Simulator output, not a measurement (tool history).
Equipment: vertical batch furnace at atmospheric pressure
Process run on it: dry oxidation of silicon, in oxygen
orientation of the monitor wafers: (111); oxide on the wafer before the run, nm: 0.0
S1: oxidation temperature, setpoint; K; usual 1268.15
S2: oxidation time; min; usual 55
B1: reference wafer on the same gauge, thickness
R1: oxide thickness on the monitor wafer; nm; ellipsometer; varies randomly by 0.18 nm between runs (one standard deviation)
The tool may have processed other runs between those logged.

| run | hour | S1 | S2 | B1 | R1 |
|---|---|---|---|---|---|
| 1 | 0 | 1268.15 | 55 | 53.51 | 61.4 |
| 2 | 60.1 | 1268.15 | 55 | 53.55 | 61.27 |
| 3 | 110.8 | 1268.15 | 55 | 53.59 | 61.55 |
| 4 | 171.5 | 1268.15 | 55 | 53.45 | 61.28 |
| 5 | 295.5 | 1268.15 | 55 | 53.52 | 61.19 |
| 6 | 335.7 | 1268.15 | 55 | 53.49 | 61.28 |
| 7 | 367.8 | 1268.15 | 40.5 | 53.48 | 49.57 |
|  | 384.3 | gauge calibrated |
| 8 | 393.6 | 1268.15 | 40.5 | 53.5 | 49.77 |
| 9 | 419 | 1268.15 | 69 | 53.5 | 70.92 |
|  | 455 | thermocouples replaced and temperature profile calibrated |
| 10 | 487.9 | 1268.15 | 55 | 53.52 | 60.93 |
| 11 | 531.8 | 1268.15 | 55 | 53.45 | 60.58 |
| 12 | 600.7 | 1262.15 | 55 | 53.52 | 57.94 |
| 13 | 673.9 | 1268.15 | 55 | 53.56 | 60.7 |
| 14 | 726.9 | 1291.15 | 78 | 53.49 | 90.45 |
| 15 | 784.2 | 1253.15 | 64.5 | 53.49 | 60.02 |
| 16 | 818.5 | 1259.15 | 76 | 53.52 | 70.19 |
|  | 847.9 | boat lift adjusted |
| 17 | 865.5 | 1247.15 | 72.5 | 53.5 | 63.85 |
| 18 | 928.8 | 1268.15 | 55 | 53.54 | 62.01 |
| 19 | 969.7 | 1268.15 | 55 | 53.48 | 62 |
| 20 | 1032.9 | 1254.15 | 33.5 | 53.49 | 39.9 |
| 21 | 1087 | 1268.15 | 55 | 53.46 | 62.07 |
| 22 | 1139.9 | 1268.15 | 55 | 53.49 | 62.08 |
|  | 1173.4 | gauge calibrated |
| 23 | 1183 | 1268.15 | 68 | 53.51 | 71.64 |
| 24 | 1237 | 1291.15 | 70.5 | 53.52 | 86.33 |
| 25 | 1270.9 | 1289.15 | 55 | 53.5 | 72.73 |

What if the next run were any one of these 3? Each begins from the tool's condition after run 25:
| A | 1275.7 | 1281.15 | 55 | ? | ? |
| B | 1275.7 | 1288.15 | 55 | ? | ? |
| C | 1275.7 | 1257.15 | 82.5 | ? | ? |

| run | B1 | R1 |
|---|---|---|
| A | 53.42 | 68.79 |
| B | 53.42 | 72.58 |
| C | 53.42 | 75.26 |
With the hidden condition removed and each run's random variation left untouched, the same runs would have given:
| run | R1 |
|---|---|
| A | 69.41 |
| B | 73.2 |
| C | 75.89 |
